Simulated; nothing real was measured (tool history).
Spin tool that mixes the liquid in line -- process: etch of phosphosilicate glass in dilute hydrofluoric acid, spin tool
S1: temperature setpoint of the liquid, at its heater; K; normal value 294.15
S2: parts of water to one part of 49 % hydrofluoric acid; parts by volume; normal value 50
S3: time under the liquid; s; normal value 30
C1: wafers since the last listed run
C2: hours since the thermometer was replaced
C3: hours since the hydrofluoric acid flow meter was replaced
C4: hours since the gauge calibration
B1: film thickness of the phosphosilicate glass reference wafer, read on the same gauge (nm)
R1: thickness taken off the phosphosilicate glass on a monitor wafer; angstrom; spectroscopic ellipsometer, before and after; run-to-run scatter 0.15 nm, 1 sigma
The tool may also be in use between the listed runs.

run 1 day=0.000 | S1=294.15 S2=50 S3=30 | C1=0 C2=3078.1 C3=1360.2 C4=167.6 | B1=49.99 | R1=298.8
run 2 day=0.483 | S1=294.15 S2=50 S3=30 | C1=218 C2=3089.7 C3=1371.8 C4=179.2 | B1=50.03 | R1=302.5
run 3 day=0.800 | S1=294.15 S2=50 S3=30 | C1=142 C2=3097.3 C3=1379.4 C4=186.8 | B1=49.95 | R1=303.7
run 4 day=2.083 | S1=291.65 S2=50 S3=30 | C1=578 C2=3128.1 C3=1410.2 C4=217.6 | B1=50.00 | R1=268.7
run 5 day=2.567 | S1=294.15 S2=50 S3=40 | C1=218 C2=3139.7 C3=1421.8 C4=229.2 | B1=50.00 | R1=403.1
run 6 day=2.850 | S1=294.15 S2=50 S3=30 | C1=127 C2=3146.5 C3=1428.6 C4=236.0 | B1=49.98 | R1=301.1
run 7 day=3.388 | S1=294.15 S2=50 S3=30 | C1=242 C2=3159.4 C3=1441.5 C4=248.9 | B1=50.00 | R1=301.8
run 8 day=3.904 | S1=294.15 S2=50 S3=30 | C1=233 C2=3171.8 C3=1453.9 C4=261.3 | B1=50.03 | R1=299.4
run 9 day=4.379 | S1=294.15 S2=50 S3=30 | C1=214 C2=3183.2 C3=1465.3 C4=272.7 | B1=49.97 | R1=301.0
-- day=4.500 thermometer replaced
run 10 day=4.962 | S1=294.15 S2=50 S3=30 | C1=244 C2=11.1 C3=1479.3 C4=286.7 | B1=50.00 | R1=299.0
run 11 day=5.296 | S1=294.15 S2=50 S3=30 | C1=150 C2=19.1 C3=1487.3 C4=294.7 | B1=49.99 | R1=299.5
run 12 day=5.738 | S1=294.15 S2=50 S3=30 | C1=199 C2=29.7 C3=1497.9 C4=305.3 | B1=50.00 | R1=298.0
run 13 day=6.525 | S1=294.15 S2=50 S3=30 | C1=355 C2=48.6 C3=1516.8 C4=324.2 | B1=50.02 | R1=299.6
run 14 day=6.892 | S1=294.15 S2=50 S3=30 | C1=165 C2=57.4 C3=1525.6 C4=333.0 | B1=49.99 | R1=296.4
-- day=7.062 hydrofluoric acid flow meter replaced
run 15 day=7.475 | S1=292.65 S2=75 S3=35 | C1=244 C2=71.4 C3=9.9 C4=347.0 | B1=49.98 | R1=240.9
run 16 day=8.067 | S1=297.65 S2=40 S3=25 | C1=266 C2=85.6 C3=24.1 C4=361.2 | B1=50.01 | R1=414.5
run 17 day=8.638 | S1=298.65 S2=60 S3=30 | C1=257 C2=99.3 C3=37.8 C4=374.9 | B1=50.01 | R1=336.6
run 18 day=8.892 | S1=290.15 S2=60 S3=45 | C1=114 C2=105.4 C3=43.9 C4=381.0 | B1=49.99 | R1=351.6
run 19 day=9.217 | S1=290.15 S2=50 S3=30 | C1=146 C2=113.2 C3=51.7 C4=388.8 | B1=49.98 | R1=285.8
run 20 day=9.862 | S1=294.15 S2=50 S3=30 | C1=291 C2=128.7 C3=67.2 C4=404.3 | B1=50.03 | R1=339.5
run 21 day=10.129 | S1=294.15 S2=40 S3=30 | C1=120 C2=135.1 C3=73.6 C4=410.7 | B1=50.02 | R1=427.1
run 22 day=10.592 | S1=296.15 S2=40 S3=30 | C1=208 C2=146.2 C3=84.7 C4=421.8 | B1=50.00 | R1=463.7
run 23 day=10.912 | S1=296.15 S2=50 S3=45 | C1=144 C2=153.9 C3=92.4 C4=429.5 | B1=50.01 | R1=552.7
-- day=11.396 gauge calibrated
run 24 day=11.617 | S1=294.15 S2=75 S3=25 | C1=317 C2=170.8 C3=109.3 C4=5.3 | B1=49.97 | R1=182.1
run 25 day=12.179 | S1=294.15 S2=50 S3=30 | C1=253 C2=184.3 C3=122.8 C4=18.8 | B1=50.00 | R1=338.3
run 26 day=12.575 | S1=298.15 S2=60 S3=40 | C1=178 C2=193.8 C3=132.3 C4=28.3 | B1=50.00 | R1=433.5
run 27 day=12.862 | S1=290.65 S2=50 S3=30 | C1=129 C2=200.7 C3=139.2 C4=35.2 | B1=50.00 | R1=291.2
run 28 day=13.221 | S1=292.15 S2=50 S3=30 | C1=161 C2=209.3 C3=147.8 C4=43.8 | B1=50.01 | R1=310.3
run 29 day=13.871 | S1=291.65 S2=75 S3=40 | C1=293 C2=224.9 C3=163.4 C4=59.4 | B1=49.98 | R1=261.7
run 30 day=14.362 | S1=291.65 S2=50 S3=25 | C1=221 C2=236.7 C3=175.2 C4=71.2 | B1=49.98 | R1=250.0
run 31 day=14.879 | S1=297.65 S2=70 S3=20 | C1=233 C2=249.1 C3=187.6 C4=83.6 | B1=49.98 | R1=179.6
run 32 day=15.371 | S1=294.15 S2=50 S3=30 | C1=221 C2=260.9 C3=199.4 C4=95.4 | B1=49.99 | R1=334.6

Predict each of these 5 candidate next runs independently; none follows another, all start after run 32:
run A day=15.388 | S1=294.15 S2=50 S3=30 | C1=7 C2=261.3 C3=199.8 C4=95.8 | B1=? | R1=?
run B day=15.388 | S1=296.65 S2=60 S3=15 | C1=7 C2=261.3 C3=199.8 C4=95.8 | B1=? | R1=?
run C day=15.388 | S1=290.65 S2=60 S3=20 | C1=7 C2=261.3 C3=199.8 C4=95.8 | B1=? | R1=?
run D day=15.388 | S1=297.15 S2=50 S3=15 | C1=7 C2=261.3 C3=199.8 C4=95.8 | B1=? | R1=?
run E day=15.388 | S1=294.15 S2=65 S3=15 | C1=7 C2=261.3 C3=199.8 C4=95.8 | B1=? | R1=?

run=A B1=50.00 R1=334.6
run=B B1=50.00 R1=152.7
run=C B1=50.00 R1=158.3
run=D B1=50.00 R1=189.5
run=E B1=50.00 R1=126.3
Without the tool's hidden state the same runs would have given:
run=A R1=341.1
run=B R1=155.7
run=C R1=161.4
run=D R1=193.3
run=E R1=128.8
